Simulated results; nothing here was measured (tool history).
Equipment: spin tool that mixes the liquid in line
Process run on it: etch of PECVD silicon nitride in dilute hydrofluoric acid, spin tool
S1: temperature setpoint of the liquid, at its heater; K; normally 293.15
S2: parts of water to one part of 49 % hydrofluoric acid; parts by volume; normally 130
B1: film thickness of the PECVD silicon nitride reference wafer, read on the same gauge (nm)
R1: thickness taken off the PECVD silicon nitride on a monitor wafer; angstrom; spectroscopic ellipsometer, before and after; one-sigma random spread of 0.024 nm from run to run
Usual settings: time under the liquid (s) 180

run 1 day=0.000 | S1=291.15 S2=130 time_under_the_liquid_(s)=180 | B1=129.993 | R1=27.50
run 2 day=0.371 | S1=293.15 S2=130 time_under_the_liquid_(s)=180 | B1=130.034 | R1=31.78
run 3 day=0.996 | S1=293.15 S2=130 time_under_the_liquid_(s)=180 | B1=129.996 | R1=31.57
run 4 day=1.600 | S1=293.15 S2=130 time_under_the_liquid_(s)=180 | B1=129.994 | R1=31.24
run 5 day=1.992 | S1=290.15 S2=130 time_under_the_liquid_(s)=180 | B1=129.999 | R1=25.37
run 6 day=2.571 | S1=290.15 S2=130 time_under_the_liquid_(s)=180 | B1=129.971 | R1=25.25
run 7 day=3.279 | S1=296.15 S2=130 time_under_the_liquid_(s)=180 | B1=129.968 | R1=37.97
run 8 day=3.967 | S1=296.15 S2=130 time_under_the_liquid_(s)=180 | B1=130.024 | R1=37.71
run 9 day=4.404 | S1=293.15 S2=80 time_under_the_liquid_(s)=180 | B1=129.968 | R1=49.46
run 10 day=5.104 | S1=293.15 S2=80 time_under_the_liquid_(s)=180 | B1=129.990 | R1=49.27
run 11 day=5.621 | S1=293.15 S2=130 time_under_the_liquid_(s)=180 | B1=130.007 | R1=30.71
run 12 day=5.979 | S1=293.15 S2=100 time_under_the_liquid_(s)=180 | B1=130.007 | R1=39.84
run 13 day=6.688 | S1=293.15 S2=105 time_under_the_liquid_(s)=95 | B1=129.998 | R1=19.95
run 14 day=7.150 | S1=290.15 S2=165 time_under_the_liquid_(s)=245 | B1=130.001 | R1=26.89
run 15 day=7.821 | S1=293.15 S2=130 time_under_the_liquid_(s)=180 | B1=130.010 | R1=30.70
run 16 day=8.333 | S1=293.15 S2=130 time_under_the_liquid_(s)=180 | B1=129.984 | R1=30.64
-- day=9.175 thermometer replaced
-- day=10.246 gauge calibrated
run 17 day=10.454 | S1=293.15 S2=100 time_under_the_liquid_(s)=85 | B1=129.997 | R1=18.47
run 18 day=11.042 | S1=293.15 S2=170 time_under_the_liquid_(s)=180 | B1=129.983 | R1=23.12
run 19 day=11.638 | S1=290.15 S2=70 time_under_the_liquid_(s)=70 | B1=129.954 | R1=17.12
run 20 day=11.925 | S1=296.65 S2=130 time_under_the_liquid_(s)=180 | B1=129.993 | R1=37.81
-- day=12.167 hydrofluoric acid flow meter replaced
run 21 day=12.450 | S1=295.65 S2=65 time_under_the_liquid_(s)=180 | B1=130.004 | R1=80.83
run 22 day=13.004 | S1=293.15 S2=130 time_under_the_liquid_(s)=180 | B1=130.016 | R1=34.70
run 23 day=13.254 | S1=293.15 S2=130 time_under_the_liquid_(s)=180 | B1=130.038 | R1=35.23
run 24 day=13.996 | S1=293.15 S2=130 time_under_the_liquid_(s)=180 | B1=130.046 | R1=34.54
run 25 day=14.346 | S1=293.15 S2=130 time_under_the_liquid_(s)=100 | B1=130.013 | R1=19.45
run 26 day=14.800 | S1=291.65 S2=175 time_under_the_liquid_(s)=180 | B1=130.033 | R1=23.50
run 27 day=15.504 | S1=297.65 S2=70 time_under_the_liquid_(s)=220 | B1=130.013 | R1=105.52
run 28 day=16.150 | S1=293.15 S2=130 time_under_the_liquid_(s)=220 | B1=130.000 | R1=42.29
run 29 day=16.733 | S1=295.65 S2=100 time_under_the_liquid_(s)=245 | B1=130.058 | R1=71.57
run 30 day=17.454 | S1=293.15 S2=110 time_under_the_liquid_(s)=180 | B1=129.985 | R1=41.01
run 31 day=17.900 | S1=293.15 S2=165 time_under_the_liquid_(s)=180 | B1=129.999 | R1=27.33
run 32 day=18.292 | S1=293.15 S2=130 time_under_the_liquid_(s)=180 | B1=129.994 | R1=33.79
run 33 day=18.558 | S1=293.15 S2=85 time_under_the_liquid_(s)=180 | B1=130.000 | R1=51.59

A few steps of R1 between consecutive runs. Split each: what settings, incoming material and random variation would produce without the hidden state, and what is left over for the hidden state, along with gauge scatter present in only one of the two compared results (measured, and without hidden state):
Unlogged tool condition in this case: liquid colder than its thermometer reads (K); hydrofluoric acid flow below the setpoint (%); gauge reads high (%).
Run 12 -> 13: S2 100 -> 105, time under the liquid (s) 180 -> 95. R1 -19.89 angstrom: hidden state +2.95, all else -22.84.
Run 19 -> 20: S1 290.15 -> 296.65, S2 70 -> 130, time under the liquid (s) 70 -> 180. R1 +20.69 angstrom: hidden state -3.80, all else +24.49.
Run 20 -> 21: S1 296.65 -> 295.65, S2 130 -> 65, hydrofluoric acid flow meter replaced. R1 +43.02 angstrom: hidden state +5.44, all else +37.58.
Run 21 -> 22: S1 295.65 -> 293.15, S2 65 -> 130. R1 -46.13 angstrom: hidden state +0.72, all else -46.85.
Run 26 -> 27: S1 291.65 -> 297.65, S2 175 -> 70, time under the liquid (s) 180 -> 220. R1 +82.02 angstrom: hidden state -2.36, all else +84.38.
Run 27 -> 28: S1 297.65 -> 293.15, S2 70 -> 130. R1 -63.23 angstrom: hidden state +1.68, all else -64.91.
